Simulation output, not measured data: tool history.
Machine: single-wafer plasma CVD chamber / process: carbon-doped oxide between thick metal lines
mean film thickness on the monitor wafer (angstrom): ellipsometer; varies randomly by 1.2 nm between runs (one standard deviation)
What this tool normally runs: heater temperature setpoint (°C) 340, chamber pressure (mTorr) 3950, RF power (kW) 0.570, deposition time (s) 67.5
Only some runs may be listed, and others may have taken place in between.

run	hour	heater temperature setpoint (°C)	chamber pressure (mTorr)	RF power (kW)	deposition time (s)	read-back reference wafer on the same gauge, thickness_nm	mean film thickness on the monitor wafer (angstrom)
1	0.0	340	3950	0.570	67.5	397.667	3506.15
2	25.1	329	3950	0.570	67.5	397.829	3626.55
3	73.5	329	3950	0.570	67.5	397.646	3614.95
4	120.5	329	3950	0.570	67.5	398.191	3626.87
5	158.6	329	3950	0.545	67.5	398.273	3489.30
6	183.1	329	3950	0.545	67.5	398.507	3484.45
7	218.4	351	3950	0.570	67.5	398.439	3370.56
8	262.2	351	3950	0.570	67.5	397.808	3364.25
9	333.8	340	3950	0.570	67.5	398.282	3467.94
10	368.7	340	3950	0.570	67.5	398.199	3462.63
11	409.6	340	3950	0.570	67.5	397.755	3477.70
# hour 443.2: RF generator calibrated
12	443.7	340	3950	0.570	67.5	397.825	3625.32
13	479.3	340	3950	0.570	58.2	397.929	3155.04
14	549.2	340	3950	0.570	67.5	398.097	3633.11
# hour 573.6: gauge calibrated
15	603.2	340	4540	0.570	67.5	398.622	3663.60
16	628.9	340	3950	0.570	67.5	398.520	3625.68
17	661.9	351	3950	0.490	67.5	398.343	3128.05
18	712.7	340	3950	0.570	67.5	397.931	3611.79
# hour 783.7: capacitance manometer re-zeroed and calibrated
19	784.0	340	3950	0.570	67.5	397.573	3598.24
# hour 798.9: showerhead replaced
20	818.8	340	4530	0.570	67.5	398.060	3668.49
21	860.2	340	3950	0.570	67.5	398.482	3612.67
# hour 869.9: thermocouple changed; heater temperature recalibrated
22	900.7	354	4430	0.630	76.9	397.714	4228.08
23	970.8	353	3950	0.660	67.5	397.377	3784.15
24	1009.8	340	3950	0.570	54.9	397.458	2877.55
25	1047.5	340	3950	0.490	67.5	398.309	3144.22
26	1106.6	333	4860	0.665	74.9	397.909	4567.57
27	1137.1	346	3950	0.570	67.5	398.009	3454.49

What would each run have given without the hidden state, its run-to-run variation left as it was?
The hidden state here: wafer temperature above the value expected at the setpoint (K); delivered RF power above the setpoint (%); true pressure above the setpoint (%); gauge reads high (%).
run	mean film thickness on the monitor wafer (angstrom)
1	3632.17
2	3757.19
3	3749.15
4	3765.42
5	3628.13
6	3625.06
7	3513.13
8	3510.38
9	3620.94
10	3618.41
11	3637.73
12	3618.45
13	3151.35
14	3634.06
15	3668.63
16	3632.58
17	3143.44
18	3624.95
19	3616.73
20	3690.03
21	3637.03
22	4325.14
23	3874.66
24	2951.22
25	3232.41
26	4689.54
27	3553.81
